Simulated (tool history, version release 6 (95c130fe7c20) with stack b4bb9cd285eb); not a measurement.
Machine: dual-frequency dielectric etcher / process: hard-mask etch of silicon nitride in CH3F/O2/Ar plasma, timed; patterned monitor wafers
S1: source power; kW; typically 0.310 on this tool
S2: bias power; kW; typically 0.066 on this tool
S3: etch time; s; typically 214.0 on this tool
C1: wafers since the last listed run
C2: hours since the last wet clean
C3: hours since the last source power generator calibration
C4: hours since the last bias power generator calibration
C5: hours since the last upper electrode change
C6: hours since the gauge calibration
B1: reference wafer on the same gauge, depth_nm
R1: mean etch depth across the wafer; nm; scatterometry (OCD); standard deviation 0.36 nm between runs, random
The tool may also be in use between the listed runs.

run 1 day=0.000 | S1=0.340 S2=0.066 S3=214.0 | C1=0 C2=570.9 C3=4585.6 C4=1886.8 C5=3827.9 C6=29.6 | B1=127.0 | R1=124.0
run 2 day=0.550 | S1=0.340 S2=0.066 S3=214.0 | C1=55 C2=584.1 C3=4598.8 C4=1900.0 C5=3841.1 C6=42.8 | B1=127.2 | R1=124.3
run 3 day=1.212 | S1=0.310 S2=0.072 S3=214.0 | C1=67 C2=600.0 C3=4614.7 C4=1915.9 C5=3857.0 C6=58.7 | B1=127.0 | R1=122.0
-- day=2.250 wet clean of the chamber
run 4 day=2.271 | S1=0.310 S2=0.072 S3=214.0 | C1=5 C2=0.5 C3=4640.1 C4=1941.3 C5=3882.4 C6=84.1 | B1=127.1 | R1=128.9
run 5 day=2.421 | S1=0.310 S2=0.072 S3=214.0 | C1=15 C2=4.1 C3=4643.7 C4=1944.9 C5=3886.0 C6=87.7 | B1=127.0 | R1=129.2
-- day=3.579 upper electrode replaced
-- day=3.600 bias power generator calibrated
run 6 day=3.621 | S1=0.310 S2=0.066 S3=214.0 | C1=18 C2=32.9 C3=4672.5 C4=0.5 C5=1.0 C6=116.5 | B1=127.1 | R1=125.7
run 7 day=3.633 | S1=0.310 S2=0.066 S3=214.0 | C1=1 C2=33.2 C3=4672.8 C4=0.8 C5=1.3 C6=116.8 | B1=126.9 | R1=125.1
run 8 day=3.838 | S1=0.310 S2=0.066 S3=191.5 | C1=20 C2=38.1 C3=4677.7 C4=5.7 C5=6.2 C6=121.7 | B1=127.0 | R1=112.0
-- day=4.188 gauge calibrated
-- day=4.212 source power generator calibrated
run 9 day=4.417 | S1=0.290 S2=0.066 S3=181.5 | C1=41 C2=52.0 C3=4.9 C4=19.6 C5=20.1 C6=5.5 | B1=127.1 | R1=102.5
run 10 day=4.988 | S1=0.310 S2=0.071 S3=156.0 | C1=58 C2=65.7 C3=18.6 C4=33.3 C5=33.8 C6=19.2 | B1=127.2 | R1=93.5
run 11 day=5.650 | S1=0.360 S2=0.076 S3=234.5 | C1=67 C2=81.6 C3=34.5 C4=49.2 C5=49.7 C6=35.1 | B1=127.1 | R1=154.2
run 12 day=6.367 | S1=0.310 S2=0.066 S3=214.0 | C1=72 C2=98.8 C3=51.7 C4=66.4 C5=66.9 C6=52.3 | B1=126.9 | R1=123.9
run 13 day=7.100 | S1=0.380 S2=0.066 S3=214.0 | C1=74 C2=116.4 C3=69.3 C4=84.0 C5=84.5 C6=69.9 | B1=127.1 | R1=137.5
run 14 day=7.367 | S1=0.270 S2=0.066 S3=214.0 | C1=27 C2=122.8 C3=75.7 C4=90.4 C5=90.9 C6=76.3 | B1=126.9 | R1=115.5

Alternative continuations, all from the tool just after run 14; predict every row:
run A day=7.388 | S1=0.310 S2=0.066 S3=214.0 | C1=2 C2=123.3 C3=76.2 C4=90.9 C5=91.4 C6=76.8 | B1=? | R1=?
run B day=7.388 | S1=0.230 S2=0.066 S3=214.0 | C1=2 C2=123.3 C3=76.2 C4=90.9 C5=91.4 C6=76.8 | B1=? | R1=?
run C day=7.388 | S1=0.310 S2=0.066 S3=166.0 | C1=2 C2=123.3 C3=76.2 C4=90.9 C5=91.4 C6=76.8 | B1=? | R1=?

run=A B1=127.0 R1=124.8
run=B B1=127.0 R1=106.4
run=C B1=127.0 R1=96.8
Stripped of hidden state, with their random variation kept, the same runs would have yielded:
run=A R1=125.6
run=B R1=107.1
run=C R1=97.4
